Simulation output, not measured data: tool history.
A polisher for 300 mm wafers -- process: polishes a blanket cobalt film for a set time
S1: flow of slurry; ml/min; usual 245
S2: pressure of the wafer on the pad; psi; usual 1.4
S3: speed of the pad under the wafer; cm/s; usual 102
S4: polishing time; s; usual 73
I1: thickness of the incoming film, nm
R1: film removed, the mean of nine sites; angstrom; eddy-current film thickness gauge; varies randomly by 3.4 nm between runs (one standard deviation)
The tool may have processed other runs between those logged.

run 1 hour=0.0 | S1=185 S2=1.4 S3=120 S4=73 | I1=753.6 | R1=2693
run 2 hour=8.4 | S1=185 S2=1.4 S3=120 S4=73 | I1=740.8 | R1=2755
run 3 hour=20.6 | S1=290 S2=1.4 S3=102 S4=73 | I1=743.4 | R1=2412
run 4 hour=33.6 | S1=290 S2=1.4 S3=102 S4=73 | I1=750.4 | R1=2491
run 5 hour=46.6 | S1=245 S2=1.4 S3=102 S4=73 | I1=744.6 | R1=2405
run 6 hour=53.9 | S1=245 S2=1.4 S3=102 S4=73 | I1=742.4 | R1=2492
run 7 hour=70.4 | S1=245 S2=1.4 S3=102 S4=73 | I1=738.9 | R1=2426
run 8 hour=84.8 | S1=245 S2=1.4 S3=102 S4=73 | I1=752.8 | R1=2434
-- hour=89.8 worn pad replaced by a new one
run 9 hour=92.4 | S1=245 S2=1.4 S3=102 S4=73 | I1=740.8 | R1=2393
run 10 hour=101.2 | S1=215 S2=1.4 S3=84 S4=92 | I1=751.5 | R1=2555
-- hour=103.2 head pressure recalibrated
run 11 hour=118.3 | S1=175 S2=1.4 S3=102 S4=50 | I1=751.4 | R1=1620
run 12 hour=156.1 | S1=245 S2=1.4 S3=102 S4=73 | I1=748.1 | R1=2433
run 13 hour=168.2 | S1=245 S2=1.9 S3=128 S4=63 | I1=758.4 | R1=3403
-- hour=202.6 slurry nozzle cleaned
run 14 hour=209.4 | S1=245 S2=1.4 S3=102 S4=73 | I1=758.4 | R1=2494
run 15 hour=219.0 | S1=245 S2=1.2 S3=102 S4=73 | I1=741.2 | R1=2108
-- hour=254.5 worn pad replaced by a new one
run 16 hour=255.0 | S1=310 S2=1.7 S3=102 S4=60 | I1=751.6 | R1=2417
run 17 hour=267.9 | S1=315 S2=0.9 S3=136 S4=80 | I1=752.7 | R1=2259
run 18 hour=281.0 | S1=195 S2=1.6 S3=102 S4=64 | I1=744.0 | R1=2376
run 19 hour=294.8 | S1=245 S2=0.9 S3=102 S4=73 | I1=753.8 | R1=1544

Consider 5 possible next runs. They are alternatives, not a sequence: every one starts from the tool as it was left by run 19. What does each give?
run A hour=295.3 | S1=300 S2=1.4 S3=102 S4=73 | I1=745.9 | R1=?
run B hour=295.3 | S1=245 S2=1.2 S3=84 S4=92 | I1=745.9 | R1=?
run C hour=295.3 | S1=310 S2=1.1 S3=72 S4=49 | I1=745.9 | R1=?
run D hour=295.3 | S1=245 S2=1.6 S3=102 S4=73 | I1=745.9 | R1=?
run E hour=295.3 | S1=245 S2=1.4 S3=82 S4=73 | I1=745.9 | R1=?

run=A R1=2491
run=B R1=2246
run=C R1=990
run=D R1=2793
run=E R1=2038
Had the tool no hidden state, the same runs would have come out as:
run=A R1=2491
run=B R1=2246
run=C R1=990
run=D R1=2793
run=E R1=2038

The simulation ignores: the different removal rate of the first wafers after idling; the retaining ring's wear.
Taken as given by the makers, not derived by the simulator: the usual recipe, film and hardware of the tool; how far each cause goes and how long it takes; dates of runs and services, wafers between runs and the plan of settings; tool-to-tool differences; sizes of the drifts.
